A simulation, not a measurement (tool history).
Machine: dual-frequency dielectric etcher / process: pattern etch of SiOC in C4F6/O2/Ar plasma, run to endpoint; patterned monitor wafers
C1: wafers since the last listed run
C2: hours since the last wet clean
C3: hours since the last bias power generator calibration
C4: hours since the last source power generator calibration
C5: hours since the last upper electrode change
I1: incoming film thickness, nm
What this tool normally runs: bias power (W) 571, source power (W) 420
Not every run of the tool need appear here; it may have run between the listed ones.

run 1 hour=0.0 | bias_power_(W)=571 source_power_(W)=480 | C1=0 C2=296.2 C3=4078.8 C4=1745.2 C5=4372.8 | I1=31.07 | endpoint_time_(s)=9.2
run 2 hour=8.6 | bias_power_(W)=571 source_power_(W)=480 | C1=121 C2=304.8 C3=4087.4 C4=1753.8 C5=4381.4 | I1=31.26 | endpoint_time_(s)=9.2
run 3 hour=25.5 | bias_power_(W)=571 source_power_(W)=480 | C1=238 C2=321.7 C3=4104.3 C4=1770.7 C5=4398.3 | I1=31.06 | endpoint_time_(s)=9.2
run 4 hour=33.4 | bias_power_(W)=571 source_power_(W)=420 | C1=111 C2=329.6 C3=4112.2 C4=1778.6 C5=4406.2 | I1=31.00 | endpoint_time_(s)=9.6
run 5 hour=48.2 | bias_power_(W)=514 source_power_(W)=420 | C1=208 C2=344.4 C3=4127.0 C4=1793.4 C5=4421.0 | I1=31.29 | endpoint_time_(s)=10.1
run 6 hour=59.8 | bias_power_(W)=571 source_power_(W)=460 | C1=163 C2=356.0 C3=4138.6 C4=1805.0 C5=4432.6 | I1=31.10 | endpoint_time_(s)=9.3
run 7 hour=71.9 | bias_power_(W)=571 source_power_(W)=460 | C1=170 C2=368.1 C3=4150.7 C4=1817.1 C5=4444.7 | I1=31.29 | endpoint_time_(s)=9.4
run 8 hour=109.8 | bias_power_(W)=571 source_power_(W)=420 | C1=533 C2=406.0 C3=4188.6 C4=1855.0 C5=4482.6 | I1=31.27 | endpoint_time_(s)=9.7
-- hour=151.6 bias power generator calibrated
run 9 hour=154.7 | bias_power_(W)=571 source_power_(W)=420 | C1=576 C2=450.9 C3=3.1 C4=1899.9 C5=4527.5 | I1=30.66 | endpoint_time_(s)=9.5
run 10 hour=166.0 | bias_power_(W)=571 source_power_(W)=420 | C1=159 C2=462.2 C3=14.4 C4=1911.2 C5=4538.8 | I1=31.18 | endpoint_time_(s)=9.7
run 11 hour=175.9 | bias_power_(W)=571 source_power_(W)=420 | C1=139 C2=472.1 C3=24.3 C4=1921.1 C5=4548.7 | I1=31.13 | endpoint_time_(s)=9.7
run 12 hour=186.7 | bias_power_(W)=571 source_power_(W)=420 | C1=152 C2=482.9 C3=35.1 C4=1931.9 C5=4559.5 | I1=31.34 | endpoint_time_(s)=9.8
run 13 hour=195.1 | bias_power_(W)=571 source_power_(W)=420 | C1=118 C2=491.3 C3=43.5 C4=1940.3 C5=4567.9 | I1=31.00 | endpoint_time_(s)=9.7
run 14 hour=212.4 | bias_power_(W)=571 source_power_(W)=420 | C1=243 C2=508.6 C3=60.8 C4=1957.6 C5=4585.2 | I1=31.16 | endpoint_time_(s)=9.7
run 15 hour=222.2 | bias_power_(W)=571 source_power_(W)=420 | C1=138 C2=518.4 C3=70.6 C4=1967.4 C5=4595.0 | I1=30.98 | endpoint_time_(s)=9.7
-- hour=237.5 source power generator calibrated
run 16 hour=270.1 | bias_power_(W)=571 source_power_(W)=420 | C1=618 C2=566.3 C3=118.5 C4=32.6 C5=4642.9 | I1=31.22 | endpoint_time_(s)=9.8
run 17 hour=280.5 | bias_power_(W)=498 source_power_(W)=330 | C1=146 C2=576.7 C3=128.9 C4=43.0 C5=4653.3 | I1=31.11 | endpoint_time_(s)=11.1
run 18 hour=294.3 | bias_power_(W)=571 source_power_(W)=420 | C1=194 C2=590.5 C3=142.7 C4=56.8 C5=4667.1 | I1=30.97 | endpoint_time_(s)=9.6
-- hour=325.9 upper electrode replaced, of another model than before
run 19 hour=326.4 | bias_power_(W)=571 source_power_(W)=420 | C1=114 C2=622.6 C3=174.8 C4=88.9 C5=0.5 | I1=31.02 | endpoint_time_(s)=9.7
run 20 hour=326.7 | bias_power_(W)=571 source_power_(W)=420 | C1=4 C2=622.9 C3=175.1 C4=89.2 C5=0.8 | I1=31.31 | endpoint_time_(s)=9.9
run 21 hour=329.0 | bias_power_(W)=700 source_power_(W)=420 | C1=32 C2=625.2 C3=177.4 C4=91.5 C5=3.1 | I1=31.09 | endpoint_time_(s)=8.4
run 22 hour=337.9 | bias_power_(W)=571 source_power_(W)=420 | C1=125 C2=634.1 C3=186.3 C4=100.4 C5=12.0 | I1=31.11 | endpoint_time_(s)=9.7
run 23 hour=355.8 | bias_power_(W)=697 source_power_(W)=510 | C1=252 C2=652.0 C3=204.2 C4=118.3 C5=29.9 | I1=30.61 | endpoint_time_(s)=8.1
-- hour=382.7 wet clean of the chamber
run 24 hour=383.2 | bias_power_(W)=682 source_power_(W)=420 | C1=47 C2=0.5 C3=231.6 C4=145.7 C5=57.3 | I1=31.39 | endpoint_time_(s)=8.3
run 25 hour=383.5 | bias_power_(W)=700 source_power_(W)=490 | C1=4 C2=0.8 C3=231.9 C4=146.0 C5=57.6 | I1=30.82 | endpoint_time_(s)=7.9
run 26 hour=385.8 | bias_power_(W)=676 source_power_(W)=480 | C1=32 C2=3.1 C3=234.2 C4=148.3 C5=59.9 | I1=31.48 | endpoint_time_(s)=8.2
run 27 hour=400.0 | bias_power_(W)=571 source_power_(W)=420 | C1=200 C2=17.3 C3=248.4 C4=162.5 C5=74.1 | I1=31.39 | endpoint_time_(s)=9.5
run 28 hour=408.5 | bias_power_(W)=644 source_power_(W)=350 | C1=119 C2=25.8 C3=256.9 C4=171.0 C5=82.6 | I1=30.94 | endpoint_time_(s)=8.8
run 29 hour=422.4 | bias_power_(W)=571 source_power_(W)=420 | C1=195 C2=39.7 C3=270.8 C4=184.9 C5=96.5 | I1=31.23 | endpoint_time_(s)=9.5
run 30 hour=432.2 | bias_power_(W)=450 source_power_(W)=360 | C1=138 C2=49.5 C3=280.6 C4=194.7 C5=106.3 | I1=31.07 | endpoint_time_(s)=11.7
run 31 hour=469.5 | bias_power_(W)=671 source_power_(W)=510 | C1=525 C2=86.8 C3=317.9 C4=232.0 C5=143.6 | I1=30.94 | endpoint_time_(s)=8.1
run 32 hour=482.4 | bias_power_(W)=668 source_power_(W)=350 | C1=181 C2=99.7 C3=330.8 C4=244.9 C5=156.5 | I1=31.26 | endpoint_time_(s)=8.7
run 33 hour=488.6 | bias_power_(W)=571 source_power_(W)=420 | C1=87 C2=105.9 C3=337.0 C4=251.1 C5=162.7 | I1=30.98 | endpoint_time_(s)=9.4
run 34 hour=501.4 | bias_power_(W)=502 source_power_(W)=380 | C1=180 C2=118.7 C3=349.8 C4=263.9 C5=175.5 | I1=30.96 | endpoint_time_(s)=10.5
run 35 hour=517.0 | bias_power_(W)=702 source_power_(W)=320 | C1=219 C2=134.3 C3=365.4 C4=279.5 C5=191.1 | I1=31.14 | endpoint_time_(s)=8.7
run 36 hour=531.4 | bias_power_(W)=701 source_power_(W)=390 | C1=202 C2=148.7 C3=379.8 C4=293.9 C5=205.5 | I1=30.80 | endpoint_time_(s)=8.2

Table of differences, measured result less the result of that run with no hidden state. Run-to-run variation is the same in both. Gauge scatter possibly is not:
The tool's hidden condition here consists of: etch rate over this chamber's usual, %; bias power that arrives over what is set, %; source power that arrives over what is set, %.
run=1 endpoint_time_(s)=+0.2
run=2 endpoint_time_(s)=+0.2
run=3 endpoint_time_(s)=+0.2
run=4 endpoint_time_(s)=+0.2
run=5 endpoint_time_(s)=+0.2
run=6 endpoint_time_(s)=+0.2
run=7 endpoint_time_(s)=+0.2
run=8 endpoint_time_(s)=+0.2
run=9 endpoint_time_(s)=+0.3
run=10 endpoint_time_(s)=+0.2
run=11 endpoint_time_(s)=+0.3
run=12 endpoint_time_(s)=+0.3
run=13 endpoint_time_(s)=+0.3
run=14 endpoint_time_(s)=+0.3
run=15 endpoint_time_(s)=+0.3
run=16 endpoint_time_(s)=+0.3
run=17 endpoint_time_(s)=+0.4
run=18 endpoint_time_(s)=+0.3
run=19 endpoint_time_(s)=+0.4
run=20 endpoint_time_(s)=+0.4
run=21 endpoint_time_(s)=+0.3
run=22 endpoint_time_(s)=+0.4
run=23 endpoint_time_(s)=+0.3
run=24 endpoint_time_(s)=+0.0
run=25 endpoint_time_(s)=+0.0
run=26 endpoint_time_(s)=+0.0
run=27 endpoint_time_(s)=+0.0
run=28 endpoint_time_(s)=+0.0
run=29 endpoint_time_(s)=+0.0
run=30 endpoint_time_(s)=+0.1
run=31 endpoint_time_(s)=+0.1
run=32 endpoint_time_(s)=+0.0
run=33 endpoint_time_(s)=+0.0
run=34 endpoint_time_(s)=+0.1
run=35 endpoint_time_(s)=+0.1
run=36 endpoint_time_(s)=+0.0

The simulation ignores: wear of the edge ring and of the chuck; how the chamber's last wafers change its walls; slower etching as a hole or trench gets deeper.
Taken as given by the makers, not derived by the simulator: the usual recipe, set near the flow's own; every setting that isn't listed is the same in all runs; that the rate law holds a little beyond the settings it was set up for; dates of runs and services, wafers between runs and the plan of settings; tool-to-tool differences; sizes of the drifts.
